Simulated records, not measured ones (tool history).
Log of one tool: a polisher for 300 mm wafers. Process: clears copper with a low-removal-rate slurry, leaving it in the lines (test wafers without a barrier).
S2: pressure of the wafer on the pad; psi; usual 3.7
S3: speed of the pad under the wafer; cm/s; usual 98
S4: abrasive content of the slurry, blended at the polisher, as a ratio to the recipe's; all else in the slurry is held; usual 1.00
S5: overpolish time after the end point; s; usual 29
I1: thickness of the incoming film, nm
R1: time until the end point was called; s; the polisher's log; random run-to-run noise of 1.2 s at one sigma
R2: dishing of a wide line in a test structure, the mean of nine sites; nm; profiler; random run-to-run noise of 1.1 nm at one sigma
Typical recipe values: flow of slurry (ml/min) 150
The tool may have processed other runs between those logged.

Run 1, day 0.000: usual settings; I1 387.7. Result: R1 98.7 s, R2 63.4 nm.
Run 2, day 3.742: usual settings but S3 112 cm/s; I1 388.5. Result: R1 92.3 s, R2 68.7 nm.
Run 3, day 6.796: usual settings; I1 386.3. Result: R1 100.6 s, R2 64.7 nm.
Run 4, day 11.104: usual settings; I1 384.3. Result: R1 91.7 s, R2 66.6 nm.
Run 5, day 15.379: usual settings; I1 386.5. Result: R1 99.9 s, R2 64.7 nm.
Run 6, day 18.108: usual settings; I1 392.2. Result: R1 102.0 s, R2 62.2 nm.
Run 7, day 20.096: usual settings; I1 391.1. Result: R1 103.7 s, R2 61.4 nm.
Run 8, day 22.488: usual settings; I1 391.6. Result: R1 107.4 s, R2 60.4 nm.
Run 9, day 26.662: usual settings; I1 390.7. Result: R1 105.8 s, R2 63.1 nm.
Run 10, day 30.346: usual settings; I1 393.3. Result: R1 96.3 s, R2 68.0 nm.
Run 11, day 33.246: usual settings; I1 390.3. Result: R1 97.4 s, R2 65.5 nm.
Run 12, day 35.504: usual settings but S4 0.90; I1 388.6. Result: R1 103.5 s, R2 64.2 nm.
Run 13, day 38.179: usual settings but flow of slurry (ml/min) 110, S4 0.75; I1 386.7. Result: R1 108.3 s, R2 61.8 nm.
Run 14, day 41.688: usual settings; I1 391.9. Result: R1 96.1 s, R2 66.9 nm.
Run 15, day 44.400: usual settings but flow of slurry (ml/min) 125; I1 392.8. Result: R1 101.5 s, R2 64.8 nm.
Run 16, day 47.850: usual settings; I1 388.1. Result: R1 100.0 s, R2 64.1 nm.
Run 17, day 50.942: usual settings; I1 389.6. Result: R1 103.7 s, R2 62.7 nm.
Run 18, day 52.517: usual settings but flow of slurry (ml/min) 190, S4 0.90, S5 22 s; I1 386.3. Result: R1 101.9 s, R2 51.8 nm.
Run 19, day 56.125: usual settings; I1 386.9. Result: R1 98.0 s, R2 62.8 nm.
Run 20, day 58.808: usual settings but flow of slurry (ml/min) 130, S3 86 cm/s; I1 389.4. Result: R1 124.6 s, R2 56.5 nm.
Run 21, day 62.067: usual settings; I1 394.6. Result: R1 99.7 s, R2 64.2 nm.
Run 22, day 65.833: usual settings but flow of slurry (ml/min) 165, S5 14 s; I1 389.4. Result: R1 96.4 s, R2 37.2 nm.
Run 23, day 68.988: usual settings but S2 4.8 psi, S4 1.20; I1 386.6. Result: R1 84.6 s, R2 73.1 nm.
Run 24, day 70.525: usual settings but S4 0.75, S5 35 s; I1 389.0. Result: R1 115.0 s, R2 66.7 nm.
Run 25, day 72.133: usual settings but flow of slurry (ml/min) 165, S4 1.15; I1 396.4. Result: R1 106.5 s, R2 62.5 nm.
Run 26, day 74.912: usual settings but flow of slurry (ml/min) 190, S3 84 cm/s; I1 385.4. Result: R1 109.7 s, R2 59.8 nm.
Run 27, day 77.046: usual settings but S2 4.3 psi, S4 1.10; I1 381.2. Result: R1 93.1 s, R2 66.6 nm.

Removed from this log: 16 entries logged between the listed runs. Between which two listed runs does each belong, and how does the tool's hidden state at the listed run before it compare with that at the listed run after it?
From run 2 to run 3: slurry blender recalibrated (day 6.588)
  slurry flow missing at the pad, %: 21.3 -> 31.2; abrasive missing from the slurry, %: 31 -> 3.2
  measured result minus the result with no hidden state, R1: +11.4 -> +9.2 s; R2: -5.7 -> -4.1 nm
From run 3 to run 4: slurry nozzle cleaned (day 8.421); worn pad replaced by a new one (day 8.517); head pressure recalibrated (day 8.671)
  slurry flow missing at the pad, %: 31.2 -> 1.57; abrasive missing from the slurry, %: 3.2 -> 12.3
  measured result minus the result with no hidden state, R1: +9.2 -> +2.9 s; R2: -4.1 -> -1.4 nm
From run 8 to run 9: slurry blender recalibrated (day 22.817); worn pad replaced by a new one (day 24.538)
  slurry flow missing at the pad, %: 21.2 -> 35.1; abrasive missing from the slurry, %: 36.5 -> 9.01
  measured result minus the result with no hidden state, R1: +14.9 -> +12.6 s; R2: -6.1 -> -5.3 nm
From run 9 to run 10: slurry nozzle cleaned (day 26.771)
  slurry flow missing at the pad, %: 35.1 -> 1.32; abrasive missing from the slurry, %: 9.01 -> 16.8
  measured result minus the result with no hidden state, R1: +12.6 -> +4.0 s; R2: -5.3 -> -1.8 nm
From run 12 to run 13: slurry blender recalibrated (day 37.642)
  slurry flow missing at the pad, %: 7.87 -> 13.4; abrasive missing from the slurry, %: 27.7 -> 5.75
  measured result minus the result with no hidden state, R1: +8.5 -> +5.6 s; R2: -3.6 -> -2.3 nm
From run 13 to run 14: worn pad replaced by a new one (day 41.288); slurry nozzle cleaned (day 41.300)
  slurry flow missing at the pad, %: 13.4 -> 1.58; abrasive missing from the slurry, %: 5.75 -> 13.2
  measured result minus the result with no hidden state, R1: +5.6 -> +3.2 s; R2: -2.3 -> -1.4 nm
From run 18 to run 19: slurry blender recalibrated (day 54.867)
  slurry flow missing at the pad, %: 14.5 -> 24.2; abrasive missing from the slurry, %: 36.1 -> 7.3
  measured result minus the result with no hidden state, R1: +11.6 -> +7.4 s; R2: -4.7 -> -3.3 nm
From run 19 to run 20: head pressure recalibrated (day 57.762)
  slurry flow missing at the pad, %: 24.2 -> 33.2; abrasive missing from the slurry, %: 7.3 -> 13
  measured result minus the result with no hidden state, R1: +7.4 -> +16.5 s; R2: -3.3 -> -5.9 nm
From run 20 to run 21: worn pad replaced by a new one (day 59.783); slurry nozzle cleaned (day 60.025)
  slurry flow missing at the pad, %: 33.2 -> 7.59; abrasive missing from the slurry, %: 13 -> 19.9
  measured result minus the result with no hidden state, R1: +16.5 -> +6.2 s; R2: -5.9 -> -2.6 nm
From run 25 to run 26: slurry blender recalibrated (day 73.729); worn pad replaced by a new one (day 74.200)
  slurry flow missing at the pad, %: 22.3 -> 30; abrasive missing from the slurry, %: 41.2 -> 3.7
  measured result minus the result with no hidden state, R1: +16.3 -> +7.8 s; R2: -7.0 -> -3.0 nm

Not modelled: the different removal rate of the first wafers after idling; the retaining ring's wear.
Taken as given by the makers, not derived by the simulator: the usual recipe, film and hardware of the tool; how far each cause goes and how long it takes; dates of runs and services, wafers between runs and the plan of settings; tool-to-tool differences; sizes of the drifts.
